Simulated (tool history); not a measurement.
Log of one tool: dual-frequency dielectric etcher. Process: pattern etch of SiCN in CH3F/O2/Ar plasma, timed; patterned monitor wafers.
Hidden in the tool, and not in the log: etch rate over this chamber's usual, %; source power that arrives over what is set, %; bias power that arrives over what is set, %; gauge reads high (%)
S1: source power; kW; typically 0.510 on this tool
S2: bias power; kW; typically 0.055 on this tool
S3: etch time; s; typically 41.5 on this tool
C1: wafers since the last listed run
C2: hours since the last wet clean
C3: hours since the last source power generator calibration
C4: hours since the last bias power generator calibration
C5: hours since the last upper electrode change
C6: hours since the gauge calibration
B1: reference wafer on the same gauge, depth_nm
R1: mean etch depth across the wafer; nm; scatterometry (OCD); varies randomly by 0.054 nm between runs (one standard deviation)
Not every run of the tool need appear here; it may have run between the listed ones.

run    hour     S1     S2    S3    C1     C2      C3      C4      C5      C6     B1     R1
  1     0.0  0.510  0.055  41.5     0  251.9   840.2  1978.8  1913.0  1042.3  12.82  13.67
  2    26.0  0.510  0.055  48.5   402  277.9   866.2  2004.8  1939.0  1068.3  12.82  15.79
  3    58.0  0.510  0.055  48.5   494  309.9   898.2  2036.8  1971.0  1100.3  12.79  15.90
  4   101.8  0.510  0.055  41.5   677  353.7   942.0  2080.6  2014.8  1144.1  12.80  13.52
  5   141.7  0.510  0.055  41.5   616  393.6   981.9  2120.5  2054.7  1184.0  12.77  13.48
  6   209.5  0.510  0.055  41.5  1048  461.4  1049.7  2188.3  2122.5  1251.8  12.75  13.55
  7   265.1  0.510  0.055  41.5   859  517.0  1105.3  2243.9  2178.1  1307.4  12.74  13.43
      309.1  -- wet clean of the chamber
  8   309.6  0.510  0.066  41.5   316    0.5  1149.8  2288.4  2222.6  1351.9  12.72  14.41
  9   344.2  0.510  0.066  41.5   534   35.1  1184.4  2323.0  2257.2  1386.5  12.72  14.49
 10   381.1  0.510  0.066  41.5   570   72.0  1221.3  2359.9  2294.1  1423.4  12.71  14.42
 11   417.2  0.510  0.067  41.5   558  108.1  1257.4  2396.0  2330.2  1459.5  12.69  14.50
 12   446.5  0.550  0.055  48.0   453  137.4  1286.7  2425.3  2359.5  1488.8  12.68  15.89
 13   493.0  0.460  0.055  34.0   718  183.9  1333.2  2471.8  2406.0  1535.3  12.67  10.71
      527.2  -- gauge calibrated
 14   553.8  0.510  0.055  41.5   940  244.7  1394.0  2532.6  2466.8    26.6  13.18  13.97
 15   744.9  0.510  0.063  41.5  2954  435.8  1585.1  2723.7  2657.9   217.7  13.11  14.60
      811.6  -- wet clean of the chamber
 16   812.1  0.510  0.069  34.0   667    0.5  1652.3  2790.9  2725.1   284.9  13.09  12.51
      836.2  -- upper electrode replaced
 17   836.7  0.510  0.055  41.5     9   25.1  1676.9  2815.5     0.5   309.5  13.09  13.83
      841.6  -- bias power generator calibrated
 18   870.8  0.510  0.055  41.5   465   59.2  1711.0    29.2    34.6   343.6  13.08  13.82
 19   906.0  0.560  0.055  41.5   544   94.4  1746.2    64.4    69.8   378.8  13.07  14.23
      927.2  -- source power generator calibrated
 20   946.9  0.510  0.055  41.5   570  135.3    19.7   105.3   110.7   419.7  13.06  13.79
 21   995.5  0.510  0.055  45.0   751  183.9    68.3   153.9   159.3   468.3  13.04  14.98
 22  1021.4  0.510  0.067  29.5   400  209.8    94.2   179.8   185.2   494.2  13.04  10.56
 23  1052.3  0.590  0.046  49.0   477  240.7   125.1   210.7   216.1   525.1  13.02  15.87
 24  1091.7  0.580  0.055  50.0   609  280.1   164.5   250.1   255.5   564.5  13.01  17.13
 25  1131.0  0.510  0.042  33.5   607  319.4   203.8   289.4   294.8   603.8  13.00  10.01
 26  1191.0  0.450  0.042  36.5   927  379.4   263.8   349.4   354.8   663.8  12.97  10.45
 27  1223.3  0.510  0.055  41.5   499  411.7   296.1   381.7   387.1   696.1  12.96  13.73
 28  1261.7  0.470  0.067  41.5   593  450.1   334.5   420.1   425.5   734.5  12.94  14.38
     1428.9  -- wet clean of the chamber
 29  1476.8  0.430  0.069  35.5  2954   47.9   549.6   635.2   640.6   949.6  12.91  12.08
 30  1506.9  0.560  0.059  41.5   465   78.0   579.7   665.3   670.7   979.7  12.88  14.46
 31  1547.5  0.590  0.049  32.5   627  118.6   620.3   705.9   711.3  1020.3  12.87  10.66

Here are 3 independent what-if runs from the current tool condition. What would each one return?
  A  1547.9  0.510  0.055  41.5   6  119.0  620.7  706.3  711.7  1020.7   ?   ?
  B  1547.9  0.450  0.067  33.5   6  119.0  620.7  706.3  711.7  1020.7   ?   ?
  C  1547.9  0.570  0.050  33.0   6  119.0  620.7  706.3  711.7  1020.7   ?   ?

run     B1     R1
  A  12.87  13.71
  B  12.87  11.56
  C  12.87  10.85
Without the tool's unlogged condition, the same runs would have read:
run     R1
  A  14.07
  B  11.86
  C  11.13
